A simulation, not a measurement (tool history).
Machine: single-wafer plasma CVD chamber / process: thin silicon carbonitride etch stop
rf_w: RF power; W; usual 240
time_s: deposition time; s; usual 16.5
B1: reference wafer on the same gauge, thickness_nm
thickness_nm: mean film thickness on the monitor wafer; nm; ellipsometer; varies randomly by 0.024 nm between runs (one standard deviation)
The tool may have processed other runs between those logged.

{"run": 1, "day": 0.0, "rf_w": 240, "time_s": 16.5, "B1": 8.232, "thickness_nm": 9.074}
{"run": 2, "day": 1.521, "rf_w": 225, "time_s": 16.5, "B1": 8.23, "thickness_nm": 8.944}
{"run": 3, "day": 4.662, "rf_w": 225, "time_s": 16.5, "B1": 8.232, "thickness_nm": 8.884}
{"run": 4, "day": 7.55, "rf_w": 225, "time_s": 16.5, "B1": 8.232, "thickness_nm": 8.905}
{"run": 5, "day": 10.183, "rf_w": 240, "time_s": 14.2, "B1": 8.228, "thickness_nm": 7.806}
{"run": 6, "day": 12.425, "rf_w": 240, "time_s": 14.2, "B1": 8.229, "thickness_nm": 7.832}
{"run": 7, "day": 15.888, "rf_w": 240, "time_s": 16.5, "B1": 8.227, "thickness_nm": 9.126}
{"run": 8, "day": 18.417, "rf_w": 240, "time_s": 16.5, "B1": 8.231, "thickness_nm": 9.061}
{"run": 9, "day": 20.458, "rf_w": 240, "time_s": 16.5, "B1": 8.232, "thickness_nm": 9.084}
{"run": 10, "day": 24.379, "rf_w": 240, "time_s": 16.5, "B1": 8.227, "thickness_nm": 9.071}
{"day": 25.158, "done": "gauge calibrated"}
{"run": 11, "day": 27.362, "rf_w": 240, "time_s": 16.5, "B1": 8.231, "thickness_nm": 9.079}
{"run": 12, "day": 29.2, "rf_w": 240, "time_s": 16.5, "B1": 8.233, "thickness_nm": 9.052}
{"run": 13, "day": 32.175, "rf_w": 255, "time_s": 14.4, "B1": 8.232, "thickness_nm": 8.053}
{"day": 35.125, "done": "RF generator calibrated"}
{"day": 37.725, "done": "thermocouple changed; heater temperature recalibrated"}
{"run": 14, "day": 44.642, "rf_w": 240, "time_s": 16.5, "B1": 8.23, "thickness_nm": 9.048}
{"day": 45.238, "done": "showerhead replaced"}
{"run": 15, "day": 46.312, "rf_w": 195, "time_s": 19.2, "B1": 8.229, "thickness_nm": 9.954}
{"run": 16, "day": 47.958, "rf_w": 240, "time_s": 16.5, "B1": 8.23, "thickness_nm": 9.077}
{"run": 17, "day": 51.129, "rf_w": 265, "time_s": 14.7, "B1": 8.23, "thickness_nm": 8.302}
{"run": 18, "day": 53.875, "rf_w": 265, "time_s": 14.7, "B1": 8.233, "thickness_nm": 8.272}
{"run": 19, "day": 58.246, "rf_w": 255, "time_s": 14.0, "B1": 8.229, "thickness_nm": 7.801}
{"run": 20, "day": 59.988, "rf_w": 265, "time_s": 16.5, "B1": 8.228, "thickness_nm": 9.37}
{"day": 62.038, "done": "gauge calibrated"}
{"run": 21, "day": 63.108, "rf_w": 215, "time_s": 19.7, "B1": 8.233, "thickness_nm": 10.482}
{"run": 22, "day": 65.283, "rf_w": 240, "time_s": 13.9, "B1": 8.235, "thickness_nm": 7.645}
{"run": 23, "day": 68.017, "rf_w": 205, "time_s": 15.5, "B1": 8.229, "thickness_nm": 8.108}

Forecast each of these 5 alternatives for the next run:
{"run": "A", "day": 68.033, "rf_w": 240, "time_s": 16.5, "B1": "?", "thickness_nm": "?"}
{"run": "B", "day": 68.033, "rf_w": 210, "time_s": 16.5, "B1": "?", "thickness_nm": "?"}
{"run": "C", "day": 68.033, "rf_w": 270, "time_s": 17.6, "B1": "?", "thickness_nm": "?"}
{"run": "D", "day": 68.033, "rf_w": 195, "time_s": 14.5, "B1": "?", "thickness_nm": "?"}
{"run": "E", "day": 68.033, "rf_w": 240, "time_s": 14.1, "B1": "?", "thickness_nm": "?"}

run=A B1=8.230 thickness_nm=9.106
run=B B1=8.230 thickness_nm=8.759
run=C B1=8.230 thickness_nm=10.053
run=D B1=8.230 thickness_nm=7.534
run=E B1=8.230 thickness_nm=7.782
The same runs, with their run-to-run variation unchanged, on a tool lacking any hidden condition would have given:
run=A thickness_nm=9.106
run=B thickness_nm=8.759
run=C thickness_nm=10.053
run=D thickness_nm=7.534
run=E thickness_nm=7.782
